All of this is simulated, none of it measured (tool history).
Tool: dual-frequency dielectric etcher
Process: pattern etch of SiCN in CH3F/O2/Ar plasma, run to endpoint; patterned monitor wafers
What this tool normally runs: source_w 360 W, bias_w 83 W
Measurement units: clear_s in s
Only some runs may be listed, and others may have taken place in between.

run,hour,source_w,bias_w,wafers since the last listed run,hours since the last wet clean,hours since the last source power generator calibration,hours since the last bias power generator calibration,hours since the last upper electrode change,"incoming incoming film thickness, nm",clear_s
1,0.0,300,94,0,251.1,4318.0,3674.4,1526.5,8.24,20.0
# hour 70.7: wet clean of the chamber
2,71.2,300,94,799,0.5,4389.2,3745.6,1597.7,8.24,20.9
3,128.9,300,83,976,58.2,4446.9,3803.3,1655.4,8.17,22.2
4,187.6,300,83,993,116.9,4505.6,3862.0,1714.1,8.12,21.9
5,283.4,300,83,1621,212.7,4601.4,3957.8,1809.9,8.27,22.3
6,321.8,420,94,650,251.1,4639.8,3996.2,1848.3,8.27,17.8
7,363.4,420,94,704,292.7,4681.4,4037.8,1889.9,8.21,17.9
# hour 410.1: wet clean of the chamber
8,410.6,360,83,392,0.5,4728.6,4085.0,1937.1,8.11,20.7
9,480.8,440,101,1188,70.7,4798.8,4155.2,2007.3,8.22,17.2
# hour 577.0: upper electrode replaced
10,580.2,300,96,1276,170.1,4898.2,4254.6,3.2,8.18,19.8
11,623.7,390,88,736,213.6,4941.7,4298.1,46.7,8.16,18.9
12,670.9,280,63,799,260.8,4988.9,4345.3,93.9,8.18,26.1
# hour 680.5: source power generator calibrated
13,772.0,360,83,1643,361.9,91.5,4446.4,195.0,8.14,19.9
# hour 805.9: wet clean of the chamber
# hour 831.8: bias power generator calibrated
14,865.1,390,88,1102,59.2,184.6,33.3,288.1,8.14,19.5
15,966.3,320,83,1713,160.4,285.8,134.5,389.3,8.14,21.1
16,1055.2,430,91,1504,249.3,374.7,223.4,478.2,8.25,18.3
17,1116.4,360,83,1036,310.5,435.9,284.6,539.4,8.14,19.9

Below are 4 alternative next runs, each starting from the tool's condition after run 17. Predict each:
A,1116.8,380,83,6,310.9,436.3,285.0,539.8,8.09,?
B,1116.8,320,78,6,310.9,436.3,285.0,539.8,8.09,?
C,1116.8,280,73,6,310.9,436.3,285.0,539.8,8.09,?
D,1116.8,430,83,6,310.9,436.3,285.0,539.8,8.09,?

run,clear_s
A,19.3
B,21.3
C,23.3
D,18.4
What these runs would have given with no unlogged condition in the tool:
run,clear_s
A,20.2
B,22.3
C,24.3
D,19.3
